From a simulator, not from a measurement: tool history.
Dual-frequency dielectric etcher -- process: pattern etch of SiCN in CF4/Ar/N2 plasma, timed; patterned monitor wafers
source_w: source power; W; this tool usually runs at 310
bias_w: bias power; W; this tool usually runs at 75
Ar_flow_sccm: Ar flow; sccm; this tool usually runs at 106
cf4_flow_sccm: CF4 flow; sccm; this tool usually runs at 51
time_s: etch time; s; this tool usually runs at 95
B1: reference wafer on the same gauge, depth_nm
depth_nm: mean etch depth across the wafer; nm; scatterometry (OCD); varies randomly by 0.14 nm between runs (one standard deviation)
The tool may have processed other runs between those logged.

{"run": 1, "day": 0.0, "source_w": 310, "bias_w": 75, "Ar_flow_sccm": 106, "cf4_flow_sccm": 51, "time_s": 95, "B1": 59, "depth_nm": 50.4}
{"run": 2, "day": 1.067, "source_w": 310, "bias_w": 75, "Ar_flow_sccm": 106, "cf4_flow_sccm": 51, "time_s": 95, "B1": 59, "depth_nm": 50.3}
{"run": 3, "day": 1.908, "source_w": 310, "bias_w": 75, "Ar_flow_sccm": 106, "cf4_flow_sccm": 51, "time_s": 95, "B1": 59, "depth_nm": 50.1}
{"run": 4, "day": 3.283, "source_w": 310, "bias_w": 75, "Ar_flow_sccm": 106, "cf4_flow_sccm": 51, "time_s": 95, "B1": 59.1, "depth_nm": 50.3}
{"day": 4.883, "done": "upper electrode replaced"}
{"day": 6.104, "done": "wet clean of the chamber"}
{"run": 5, "day": 6.125, "source_w": 310, "bias_w": 75, "Ar_flow_sccm": 106, "cf4_flow_sccm": 51, "time_s": 95, "B1": 59, "depth_nm": 50.5}
{"run": 6, "day": 6.796, "source_w": 310, "bias_w": 75, "Ar_flow_sccm": 106, "cf4_flow_sccm": 51, "time_s": 95, "B1": 59, "depth_nm": 50.3}
{"run": 7, "day": 7.342, "source_w": 310, "bias_w": 70, "Ar_flow_sccm": 106, "cf4_flow_sccm": 51, "time_s": 95, "B1": 59, "depth_nm": 49.1}
{"day": 7.442, "done": "gauge calibrated"}
{"day": 7.721, "done": "bias power generator calibrated"}
{"run": 8, "day": 7.854, "source_w": 310, "bias_w": 70, "Ar_flow_sccm": 106, "cf4_flow_sccm": 51, "time_s": 95, "B1": 59, "depth_nm": 49.1}
{"run": 9, "day": 9.221, "source_w": 310, "bias_w": 75, "Ar_flow_sccm": 106, "cf4_flow_sccm": 51, "time_s": 115, "B1": 59, "depth_nm": 60.9}
{"run": 10, "day": 10.721, "source_w": 310, "bias_w": 75, "Ar_flow_sccm": 106, "cf4_flow_sccm": 51, "time_s": 95, "B1": 59, "depth_nm": 50}
{"run": 11, "day": 12.096, "source_w": 370, "bias_w": 75, "Ar_flow_sccm": 91, "cf4_flow_sccm": 46, "time_s": 102.5, "B1": 59, "depth_nm": 61.2}
{"run": 12, "day": 13.283, "source_w": 310, "bias_w": 75, "Ar_flow_sccm": 106, "cf4_flow_sccm": 51, "time_s": 95, "B1": 59, "depth_nm": 49.9}
{"day": 13.983, "done": "CF4 flow controller replaced"}
{"run": 13, "day": 14.004, "source_w": 310, "bias_w": 75, "Ar_flow_sccm": 106, "cf4_flow_sccm": 51, "time_s": 95, "B1": 59, "depth_nm": 49.9}
{"run": 14, "day": 14.579, "source_w": 270, "bias_w": 75, "Ar_flow_sccm": 123, "cf4_flow_sccm": 51, "time_s": 106.5, "B1": 59, "depth_nm": 50.3}
{"day": 15.483, "done": "Ar flow controller replaced"}
{"run": 15, "day": 16.046, "source_w": 340, "bias_w": 81, "Ar_flow_sccm": 125, "cf4_flow_sccm": 64, "time_s": 95, "B1": 59, "depth_nm": 55.2}
{"run": 16, "day": 16.588, "source_w": 310, "bias_w": 75, "Ar_flow_sccm": 95, "cf4_flow_sccm": 51, "time_s": 95, "B1": 58.9, "depth_nm": 50.7}
{"day": 16.962, "done": "source power generator calibrated"}
{"run": 17, "day": 17.846, "source_w": 280, "bias_w": 75, "Ar_flow_sccm": 106, "cf4_flow_sccm": 51, "time_s": 109, "B1": 59, "depth_nm": 55.9}
{"run": 18, "day": 18.558, "source_w": 310, "bias_w": 75, "Ar_flow_sccm": 106, "cf4_flow_sccm": 51, "time_s": 95, "B1": 59, "depth_nm": 52.1}

Expected results for the next run?
{"run": 19, "day": 19.829, "source_w": 340, "bias_w": 81, "Ar_flow_sccm": 125, "cf4_flow_sccm": 64, "time_s": 95, "B1": "?", "depth_nm": "?"}

Run 19 produced B1 59, depth_nm 57.5 nm.
On a tool with no hidden condition, and with the same random variation, this run would have come out at depth_nm 57.5 nm.

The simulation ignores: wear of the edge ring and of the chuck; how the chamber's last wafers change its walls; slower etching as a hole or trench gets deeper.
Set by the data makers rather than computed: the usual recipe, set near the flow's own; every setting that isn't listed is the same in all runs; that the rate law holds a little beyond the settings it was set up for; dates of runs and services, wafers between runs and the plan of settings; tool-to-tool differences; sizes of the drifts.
